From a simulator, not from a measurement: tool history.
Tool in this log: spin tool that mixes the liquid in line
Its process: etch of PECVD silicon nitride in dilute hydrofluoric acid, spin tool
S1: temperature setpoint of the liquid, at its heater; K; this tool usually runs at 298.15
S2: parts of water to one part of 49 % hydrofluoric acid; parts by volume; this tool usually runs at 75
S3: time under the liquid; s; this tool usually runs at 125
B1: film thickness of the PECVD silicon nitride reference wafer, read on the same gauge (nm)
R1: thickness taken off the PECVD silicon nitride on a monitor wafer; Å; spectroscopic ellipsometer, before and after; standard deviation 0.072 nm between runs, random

run,hour,S1,S2,S3,B1,R1
1,0,298.15,75,125,38.55,82.4
2,30.6,298.15,75,125,38.48,82.4
# hour 34.1: gauge calibrated
# hour 40.1: hydrofluoric acid flow meter replaced
3,47.8,298.15,75,125,39.65,86
4,76.3,298.15,75,125,39.66,84.6
5,92.9,298.15,75,125,39.72,84.6
6,127.8,298.15,75,125,39.68,84.8
7,142.3,298.15,75,125,39.64,85.3
8,161.2,293.15,60,150,39.66,89
9,180.5,298.15,75,125,39.59,85.1
10,196.8,300.15,75,195,39.63,148.2
11,229.7,296.65,75,125,39.59,75.9
12,241.9,298.15,75,125,39.6,86
13,273.2,298.15,75,150,39.58,101.5
14,303.4,295.65,55,175,39.58,134.9
15,329.3,296.15,35,70,39.51,86.9
16,361.5,298.15,75,125,39.47,85.6
17,383.6,298.15,75,125,39.47,85.2
18,419.3,300.15,50,75,39.42,86.9
19,436.4,298.15,75,125,39.37,85.8
20,469.9,302.15,75,190,39.36,165.8
21,483.8,302.65,75,125,39.29,111
22,516.2,294.15,35,125,39.27,135.5
23,545.8,298.15,75,125,39.21,83.7
24,572.7,298.15,75,125,39.16,83.5
25,607.5,302.65,95,85,39.15,60.6
26,621.9,298.15,75,125,39.04,83.6
27,643.2,302.15,85,125,39.02,95.1
28,658.9,298.15,75,50,39.01,33.5
29,680,298.15,75,125,38.96,83.5
30,703.3,298.15,75,125,38.93,83.5
31,728.5,302.15,60,125,38.88,133.3
32,756.3,298.15,55,150,38.76,136.7

What would each run have given without the hidden state, its run-to-run variation left as it was?
Unlogged tool condition in this case: liquid colder than its thermometer reads (K); hydrofluoric acid flow above the setpoint (%); gauge reads high (%).
run,R1
1,85.6
2,85.7
3,86.8
4,85.3
5,85.3
6,85.6
7,86
8,89.8
9,85.9
10,149.6
11,76.7
12,86.9
13,102.6
14,136.5
15,87.9
16,86.8
17,86.3
18,88.1
19,87.1
20,168.6
21,112.9
22,138.1
23,85.3
24,85.3
25,62
26,85.5
27,97.4
28,34.3
29,85.7
30,85.9
31,137.3
32,141
